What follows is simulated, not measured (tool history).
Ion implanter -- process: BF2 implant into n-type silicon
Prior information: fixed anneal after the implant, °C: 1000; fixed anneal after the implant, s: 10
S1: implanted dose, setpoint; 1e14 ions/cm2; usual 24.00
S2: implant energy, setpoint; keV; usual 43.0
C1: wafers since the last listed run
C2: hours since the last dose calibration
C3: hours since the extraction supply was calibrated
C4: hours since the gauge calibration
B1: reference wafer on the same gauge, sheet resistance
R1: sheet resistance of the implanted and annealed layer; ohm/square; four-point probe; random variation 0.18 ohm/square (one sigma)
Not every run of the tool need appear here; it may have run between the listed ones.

run	day	S1	S2	C1	C2	C3	C4	B1	R1
1	0.000	24.00	43.0	0	484.1	1423.7	272.8	128.02	123.60
2	3.746	24.00	34.0	2091	574.0	1513.6	362.7	127.96	141.81
3	6.996	24.00	34.0	1814	652.0	1591.6	440.7	127.98	141.69
4	9.004	24.00	34.0	1121	700.2	1639.8	488.9	127.94	141.71
5	11.183	24.00	43.0	1216	752.5	1692.1	541.2	127.99	123.74
6	15.521	24.00	43.0	2422	856.6	1796.2	645.3	127.97	123.90
7	19.154	24.00	43.0	2028	943.8	1883.4	732.5	128.01	123.81
8	21.029	24.00	43.0	1047	988.8	1928.4	777.5	127.97	123.99
9	23.004	29.42	54.0	1102	1036.2	1975.8	824.9	128.04	106.00
# day 23.725: gauge calibrated
10	25.571	24.00	34.0	1433	1097.8	2037.4	44.3	128.03	141.21
11	27.796	24.00	43.0	1242	1151.2	2090.8	97.7	128.10	123.63
# day 28.346: Faraday cup replaced and dose calibrated
# day 32.221: extraction supply calibrated
12	32.242	28.36	29.5	2110	93.5	0.5	204.4	127.92	148.63
13	34.204	30.22	36.0	1095	140.6	47.6	251.5	128.01	132.16
14	38.438	26.19	37.5	2364	242.2	149.2	353.1	127.97	130.64
15	41.321	24.00	34.0	1610	311.4	218.4	422.3	127.98	139.41
16	44.558	26.12	43.0	1807	389.1	296.1	500.0	128.04	121.00

What if the next run were any one of these 4? Each begins from the tool's condition after run 16:
A	44.575	24.00	43.0	9	389.5	296.5	500.4	?	?
B	44.575	24.00	32.0	9	389.5	296.5	500.4	?	?
C	44.575	16.93	33.0	9	389.5	296.5	500.4	?	?
D	44.575	26.74	36.5	9	389.5	296.5	500.4	?	?

run	B1	R1
A	128.11	121.36
B	128.11	144.09
C	128.11	146.44
D	128.11	132.61
The same runs, with their run-to-run variation unchanged, on a tool lacking any hidden condition would have given:
run	R1
A	120.83
B	143.49
C	145.82
D	132.04
